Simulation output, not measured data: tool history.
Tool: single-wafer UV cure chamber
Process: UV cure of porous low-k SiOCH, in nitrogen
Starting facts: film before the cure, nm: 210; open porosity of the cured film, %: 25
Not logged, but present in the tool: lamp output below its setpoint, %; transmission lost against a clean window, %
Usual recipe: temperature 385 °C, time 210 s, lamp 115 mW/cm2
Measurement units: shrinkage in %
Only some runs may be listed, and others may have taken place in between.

| run | day | temperature | time | lamp | wafers since the last listed run | hours since the UV bulbs were replaced | wafers since the quartz window was cleaned | shrinkage |
|---|---|---|---|---|---|---|---|---|
| 1 | 0 | 374 | 210 | 144 | 0 | 2248.3 | 1012 | 15.506 |
| 2 | 1.333 | 385 | 210 | 93 | 158 | 2280.3 | 1170 | 13.388 |
| 3 | 3.55 | 385 | 210 | 93 | 263 | 2333.5 | 1433 | 13.294 |
| 4 | 5.712 | 385 | 210 | 115 | 256 | 2385.4 | 1690 | 13.987 |
|  | 6.704 | quartz window cleaned |
| 5 | 7.754 | 385 | 210 | 115 | 202 | 2434.4 | 124 | 15.123 |
| 6 | 9.075 | 385 | 210 | 115 | 156 | 2466.1 | 281 | 14.707 |
|  | 10.792 | UV bulbs replaced |
| 7 | 11.879 | 385 | 210 | 115 | 293 | 26.1 | 575 | 14.643 |
| 8 | 13.471 | 385 | 210 | 115 | 189 | 64.3 | 764 | 14.399 |
| 9 | 16.421 | 376 | 85 | 115 | 350 | 135.1 | 1114 | 9.031 |
|  | 19.625 | quartz window cleaned |
| 10 | 19.646 | 385 | 210 | 115 | 343 | 212.5 | 2 | 15.006 |
| 11 | 22.088 | 385 | 90 | 128 | 290 | 271.1 | 292 | 10.604 |
| 12 | 23.112 | 401 | 120 | 125 | 121 | 295.7 | 414 | 12.266 |
| 13 | 25.979 | 385 | 90 | 128 | 340 | 364.5 | 755 | 10.443 |
| 14 | 27.833 | 376 | 210 | 94 | 220 | 409 | 975 | 13.377 |
| 15 | 29.35 | 372 | 210 | 138 | 180 | 445.4 | 1155 | 15.174 |
| 16 | 31.325 | 385 | 210 | 115 | 234 | 492.8 | 1390 | 14.241 |
| 17 | 32.488 | 399 | 155 | 131 | 138 | 520.7 | 1528 | 13.015 |

Here are 4 independent what-if runs from the current tool condition. What would each one return?
| A | 32.508 | 385 | 210 | 76 | 2 | 521.2 | 1530 | ? |
| B | 32.508 | 385 | 100 | 115 | 2 | 521.2 | 1530 | ? |
| C | 32.508 | 385 | 295 | 115 | 2 | 521.2 | 1530 | ? |
| D | 32.508 | 385 | 270 | 115 | 2 | 521.2 | 1530 | ? |

| run | shrinkage |
|---|---|
| A | 11.529 |
| B | 9.869 |
| C | 15.548 |
| D | 15.06 |
With the hidden condition removed and each run's random variation left untouched, the same runs would have given:
| run | shrinkage |
|---|---|
| A | 12.703 |
| B | 11.011 |
| C | 16.812 |
| D | 16.315 |

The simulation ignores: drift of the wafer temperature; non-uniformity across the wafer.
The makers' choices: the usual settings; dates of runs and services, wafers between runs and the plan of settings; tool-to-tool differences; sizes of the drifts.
